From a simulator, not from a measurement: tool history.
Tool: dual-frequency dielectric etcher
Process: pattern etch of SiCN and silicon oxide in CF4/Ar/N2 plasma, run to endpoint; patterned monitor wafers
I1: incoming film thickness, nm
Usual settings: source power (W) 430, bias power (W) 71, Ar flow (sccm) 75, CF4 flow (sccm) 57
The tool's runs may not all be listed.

run 1 hour=0.0 | source_power_(W)=430 bias_power_(W)=71 Ar_flow_(sccm)=71 CF4_flow_(sccm)=57 | I1=14.15 | endpoint_time_(s)=18.4
run 2 hour=63.2 | source_power_(W)=430 bias_power_(W)=71 Ar_flow_(sccm)=71 CF4_flow_(sccm)=57 | I1=14.03 | endpoint_time_(s)=18.4
run 3 hour=87.2 | source_power_(W)=430 bias_power_(W)=71 Ar_flow_(sccm)=75 CF4_flow_(sccm)=57 | I1=14.03 | endpoint_time_(s)=18.6
run 4 hour=112.2 | source_power_(W)=430 bias_power_(W)=71 Ar_flow_(sccm)=81 CF4_flow_(sccm)=57 | I1=13.96 | endpoint_time_(s)=18.6
run 5 hour=154.6 | source_power_(W)=430 bias_power_(W)=71 Ar_flow_(sccm)=62 CF4_flow_(sccm)=57 | I1=13.93 | endpoint_time_(s)=17.9
run 6 hour=288.8 | source_power_(W)=430 bias_power_(W)=71 Ar_flow_(sccm)=62 CF4_flow_(sccm)=57 | I1=14.06 | endpoint_time_(s)=17.9
run 7 hour=336.0 | source_power_(W)=430 bias_power_(W)=71 Ar_flow_(sccm)=62 CF4_flow_(sccm)=57 | I1=14.03 | endpoint_time_(s)=18.1
run 8 hour=384.8 | source_power_(W)=430 bias_power_(W)=71 Ar_flow_(sccm)=75 CF4_flow_(sccm)=57 | I1=13.92 | endpoint_time_(s)=18.4
run 9 hour=445.5 | source_power_(W)=430 bias_power_(W)=71 Ar_flow_(sccm)=75 CF4_flow_(sccm)=57 | I1=14.16 | endpoint_time_(s)=18.7
-- hour=472.2 upper electrode replaced, of another model than before
-- hour=495.8 wet clean of the chamber
run 10 hour=496.3 | source_power_(W)=430 bias_power_(W)=57 Ar_flow_(sccm)=75 CF4_flow_(sccm)=57 | I1=13.98 | endpoint_time_(s)=20.0
run 11 hour=553.8 | source_power_(W)=430 bias_power_(W)=71 Ar_flow_(sccm)=75 CF4_flow_(sccm)=57 | I1=14.04 | endpoint_time_(s)=18.1
-- hour=593.9 source power generator calibrated
run 12 hour=594.4 | source_power_(W)=430 bias_power_(W)=79 Ar_flow_(sccm)=68 CF4_flow_(sccm)=57 | I1=13.83 | endpoint_time_(s)=16.5
run 13 hour=617.4 | source_power_(W)=430 bias_power_(W)=71 Ar_flow_(sccm)=75 CF4_flow_(sccm)=53 | I1=13.91 | endpoint_time_(s)=17.6
run 14 hour=644.5 | source_power_(W)=430 bias_power_(W)=71 Ar_flow_(sccm)=71 CF4_flow_(sccm)=57 | I1=14.07 | endpoint_time_(s)=17.6
-- hour=676.6 bias power generator calibrated
-- hour=678.4 Ar flow controller replaced
run 15 hour=705.3 | source_power_(W)=430 bias_power_(W)=71 Ar_flow_(sccm)=75 CF4_flow_(sccm)=57 | I1=14.05 | endpoint_time_(s)=17.9
-- hour=740.8 CF4 flow controller replaced
run 16 hour=772.0 | source_power_(W)=430 bias_power_(W)=71 Ar_flow_(sccm)=75 CF4_flow_(sccm)=57 | I1=14.08 | endpoint_time_(s)=17.9

Forecast run 17:
run 17 hour=829.2 | source_power_(W)=430 bias_power_(W)=71 Ar_flow_(sccm)=75 CF4_flow_(sccm)=65 | I1=14.01 | endpoint_time_(s)=?

endpoint time (s): 17.5
Without the tool's hidden state the same run would have given endpoint time (s) 17.4.
